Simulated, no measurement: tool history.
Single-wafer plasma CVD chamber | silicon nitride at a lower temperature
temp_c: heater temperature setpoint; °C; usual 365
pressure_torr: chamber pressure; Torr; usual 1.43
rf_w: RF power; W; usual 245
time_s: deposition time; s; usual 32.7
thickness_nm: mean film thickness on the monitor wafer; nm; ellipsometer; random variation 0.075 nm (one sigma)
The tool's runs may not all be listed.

run,hour,temp_c,pressure_torr,rf_w,time_s,wafers since the last listed run,hours since the last thermocouple change,hours since the last RF generator calibration,hours since the last manometer calibration,hours since the showerhead was replaced,hours since the gauge calibration,"read-back reference wafer on the same gauge, thickness_nm",thickness_nm
1,0,365,1.43,245,32.7,0,2213,2141.3,2378.1,4850.5,188.9,39.997,31.964
2,10.8,365,1.43,245,32.7,230,2223.8,2152.1,2388.9,4861.3,199.7,39.985,32.05
3,23.8,365,1.43,245,32.7,277,2236.8,2165.1,2401.9,4874.3,212.7,39.962,31.853
4,31.5,365,1.7,245,32.7,164,2244.5,2172.8,2409.6,4882,220.4,40.02,33.828
5,45.1,368,1.43,245,32.7,290,2258.1,2186.4,2423.2,4895.6,234,39.987,31.822
6,95.2,365,1.43,245,32.7,1069,2308.2,2236.5,2473.3,4945.7,284.1,40,31.847
7,105.3,365,1.43,245,32.7,215,2318.3,2246.6,2483.4,4955.8,294.2,40.024,31.941
8,113.8,365,1.43,245,32.7,181,2326.8,2255.1,2491.9,4964.3,302.7,39.997,31.894
# hour 126.4: showerhead replaced
9,130.2,373,1.18,245,32.7,179,2343.2,2271.5,2508.3,3.8,319.1,40.003,29.653
# hour 168.9: RF generator calibrated
10,169.4,373,1.18,245,32.7,666,2382.4,0.5,2547.5,43,358.3,39.98,28.321
11,171.9,365,1.71,245,32.7,53,2384.9,3,2550,45.5,360.8,39.967,32.272
12,181,365,1.43,245,32.7,194,2394,12.1,2559.1,54.6,369.9,39.979,30.459
13,191.9,365,1.67,210,32.7,232,2404.9,23,2570,65.5,380.8,39.983,28.08
14,209,375,1.1,280,36.7,365,2422,40.1,2587.1,82.6,397.9,40.005,34.271
# hour 215.3: gauge calibrated
# hour 229.9: RF generator calibrated, repeated, since the last time left the tool worse
15,230.4,365,1.43,245,32.7,286,2443.4,0.5,2608.5,104,15.1,39.988,33.198
# hour 242.7: capacitance manometer re-zeroed and calibrated
16,243.2,354,1.43,245,35.8,102,2456.2,13.3,0.5,116.8,27.9,39.964,36.653
# hour 254.3: thermocouple changed; heater temperature recalibrated
17,255.7,378,1.43,285,26.3,96,1.4,25.8,13,129.3,40.4,40.007,29.991
18,272.5,379,1.22,245,35.9,358,18.2,42.6,29.8,146.1,57.2,39.977,34.268
19,279.7,365,1.43,215,32.7,153,25.4,49.8,37,153.3,64.4,40.014,29.715
20,304.4,365,1.77,290,32.7,527,50.1,74.5,61.7,178,89.1,40.015,40.736
21,313.8,374,1.67,245,32.7,200,59.5,83.9,71.1,187.4,98.5,39.983,34.998
22,359.4,353,1.56,225,32.7,973,105.1,129.5,116.7,233,144.1,39.989,32.164
23,366.3,365,1.43,245,32.7,147,112,136.4,123.6,239.9,151,40.003,33.143

3 ways to go on from here, each from the tool as it stands after run 23. What would each give?
A,366.7,365,1.43,245,27.5,8,112.4,136.8,124,240.3,151.4,?,?
B,366.7,365,1.27,245,29.9,8,112.4,136.8,124,240.3,151.4,?,?
C,366.7,365,1.2,215,38.1,8,112.4,136.8,124,240.3,151.4,?,?

run,"read-back reference wafer on the same gauge, thickness_nm",thickness_nm
A,40.022,28.116
B,40.022,29.25
C,40.022,32.667
Without the tool's hidden state the same runs would have given:
run,thickness_nm
A,28.188
B,29.325
C,32.755
